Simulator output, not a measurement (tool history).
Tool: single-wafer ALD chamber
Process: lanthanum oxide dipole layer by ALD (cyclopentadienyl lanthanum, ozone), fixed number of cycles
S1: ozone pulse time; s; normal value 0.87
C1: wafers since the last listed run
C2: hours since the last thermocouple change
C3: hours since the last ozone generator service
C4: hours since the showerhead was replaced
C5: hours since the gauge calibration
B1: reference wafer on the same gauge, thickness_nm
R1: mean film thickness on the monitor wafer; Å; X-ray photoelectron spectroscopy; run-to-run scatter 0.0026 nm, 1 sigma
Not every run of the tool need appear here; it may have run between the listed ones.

Run 1, hour 0: usual settings; C1 0; C2 1530.2; C3 1242.2; C4 3752.9; C5 152.9; B1 0.471. Result: R1 4.51 Å.
Run 2, hour 13.6: usual settings; C1 287; C2 1543.8; C3 1255.8; C4 3766.5; C5 166.5; B1 0.471. Result: R1 4.54 Å.
Run 3, hour 34.3: usual settings; C1 437; C2 1564.5; C3 1276.5; C4 3787.2; C5 187.2; B1 0.471. Result: R1 4.47 Å.
Run 4, hour 49.4: usual settings; C1 319; C2 1579.6; C3 1291.6; C4 3802.3; C5 202.3; B1 0.471. Result: R1 4.48 Å.
At hour 77.8: showerhead replaced.
Run 5, hour 80.5: usual settings; C1 488; C2 1610.7; C3 1322.7; C4 2.7; C5 233.4; B1 0.471. Result: R1 4.49 Å.
Run 6, hour 96.5: usual settings but S1 0.77 s; C1 338; C2 1626.7; C3 1338.7; C4 18.7; C5 249.4; B1 0.471. Result: R1 4.14 Å.
Run 7, hour 109.9: usual settings; C1 283; C2 1640.1; C3 1352.1; C4 32.1; C5 262.8; B1 0.471. Result: R1 4.46 Å.
Run 8, hour 127.5: usual settings; C1 371; C2 1657.7; C3 1369.7; C4 49.7; C5 280.4; B1 0.471. Result: R1 4.43 Å.
Run 9, hour 140.7: usual settings; C1 278; C2 1670.9; C3 1382.9; C4 62.9; C5 293.6; B1 0.471. Result: R1 4.42 Å.
Run 10, hour 154: usual settings but S1 1.14 s; C1 281; C2 1684.2; C3 1396.2; C4 76.2; C5 306.9; B1 0.471. Result: R1 4.96 Å.
Run 11, hour 170.4: usual settings but S1 1.04 s; C1 346; C2 1700.6; C3 1412.6; C4 92.6; C5 323.3; B1 0.471. Result: R1 4.79 Å.
Run 12, hour 204.2: usual settings but S1 1.12 s; C1 714; C2 1734.4; C3 1446.4; C4 126.4; C5 357.1; B1 0.471. Result: R1 4.88 Å.
Run 13, hour 227: usual settings but S1 1.01 s; C1 481; C2 1757.2; C3 1469.2; C4 149.2; C5 379.9; B1 0.471. Result: R1 4.69 Å.
Run 14, hour 244.4: usual settings but S1 1.05 s; C1 367; C2 1774.6; C3 1486.6; C4 166.6; C5 397.3; B1 0.471. Result: R1 4.73 Å.
At hour 281: thermocouple changed; heater temperature recalibrated.
Run 15, hour 281.5: usual settings but S1 0.66 s; C1 615; C2 0.5; C3 1523.7; C4 203.7; C5 434.4; B1 0.471. Result: R1 3.66 Å.
At hour 304: ozone generator serviced.
Run 16, hour 310.2: usual settings but S1 0.98 s; C1 437; C2 29.2; C3 6.2; C4 232.4; C5 463.1; B1 0.471. Result: R1 5.06 Å.
Run 17, hour 332.9: usual settings but S1 0.68 s; C1 479; C2 51.9; C3 28.9; C4 255.1; C5 485.8; B1 0.471. Result: R1 4.31 Å.
Run 18, hour 357: usual settings; C1 509; C2 76; C3 53; C4 279.2; C5 509.9; B1 0.47. Result: R1 4.84 Å.
Run 19, hour 376.4: usual settings; C1 410; C2 95.4; C3 72.4; C4 298.6; C5 529.3; B1 0.471. Result: R1 4.89 Å.
Run 20, hour 397.2: usual settings; C1 439; C2 116.2; C3 93.2; C4 319.4; C5 550.1; B1 0.471. Result: R1 4.8 Å.
Run 21, hour 410.5: usual settings but S1 0.73 s; C1 281; C2 129.5; C3 106.5; C4 332.7; C5 563.4; B1 0.471. Result: R1 4.44 Å.
Run 22, hour 438.6: usual settings but S1 1.02 s; C1 593; C2 157.6; C3 134.6; C4 360.8; C5 591.5; B1 0.471. Result: R1 5.14 Å.
Run 23, hour 465.2: usual settings but S1 0.75 s; C1 562; C2 184.2; C3 161.2; C4 387.4; C5 618.1; B1 0.471. Result: R1 4.51 Å.
Run 24, hour 493.1: usual settings but S1 1.09 s; C1 589; C2 212.1; C3 189.1; C4 415.3; C5 646; B1 0.471. Result: R1 5.19 Å.
At hour 507.8: gauge calibrated.
Run 25, hour 528.5: usual settings but S1 0.71 s; C1 748; C2 247.5; C3 224.5; C4 450.7; C5 20.7; B1 0.471. Result: R1 4.37 Å.
Run 26, hour 547.8: usual settings; C1 407; C2 266.8; C3 243.8; C4 470; C5 40; B1 0.471. Result: R1 4.83 Å.
Run 27, hour 597.2: usual settings but S1 0.62 s; C1 1044; C2 316.2; C3 293.2; C4 519.4; C5 89.4; B1 0.471. Result: R1 4.06 Å.
Run 28, hour 616.7: usual settings but S1 0.59 s; C1 412; C2 335.7; C3 312.7; C4 538.9; C5 108.9; B1 0.471. Result: R1 3.97 Å.
Run 29, hour 645.4: usual settings but S1 0.72 s; C1 606; C2 364.4; C3 341.4; C4 567.6; C5 137.6; B1 0.471. Result: R1 4.41 Å.
Run 30, hour 670.5: usual settings; C1 530; C2 389.5; C3 366.5; C4 592.7; C5 162.7; B1 0.472. Result: R1 4.82 Å.
Run 31, hour 690: usual settings but S1 1.1 s; C1 412; C2 409; C3 386; C4 612.2; C5 182.2; B1 0.471. Result: R1 5.22 Å.
Run 32, hour 704.6: usual settings but S1 1.03 s; C1 308; C2 423.6; C3 400.6; C4 626.8; C5 196.8; B1 0.471. Result: R1 5.12 Å.
Run 33, hour 721.6: usual settings but S1 0.54 s; C1 359; C2 440.6; C3 417.6; C4 643.8; C5 213.8; B1 0.471. Result: R1 3.7 Å.
Run 34, hour 747.2: usual settings; C1 541; C2 466.2; C3 443.2; C4 669.4; C5 239.4; B1 0.47. Result: R1 4.82 Å.
Run 35, hour 773.4: usual settings but S1 0.64 s; C1 553; C2 492.4; C3 469.4; C4 695.6; C5 265.6; B1 0.471. Result: R1 4.07 Å.

Hidden state or all else? Some run-to-run changes of R1, split into what the settings, what came in and random variation would give without the hidden state, and what is left for the hidden state (with any gauge scatter that isn't in both results):
Hidden state present: wafer temperature above the value expected at the setpoint (K); ozone dose above that of a generator just serviced (%); gauge reads high (%).
Run 9 -> 10: S1 0.87 -> 1.14. R1 +0.54 Å: hidden state +0.08, all else +0.46.
Run 14 -> 15: S1 1.05 -> 0.66, thermocouple changed; heater temperature recalibrated. R1 -1.07 Å: hidden state -0.15, all else -0.92.
Run 15 -> 16: S1 0.66 -> 0.98, ozone generator serviced. R1 +1.4 Å: hidden state +0.59, all else +0.81.
Run 32 -> 33: S1 1.03 -> 0.54. R1 -1.42 Å: hidden state -0.03, all else -1.39.
Run 33 -> 34: S1 0.54 -> 0.87. R1 +1.12 Å: hidden state +0, all else +1.12.
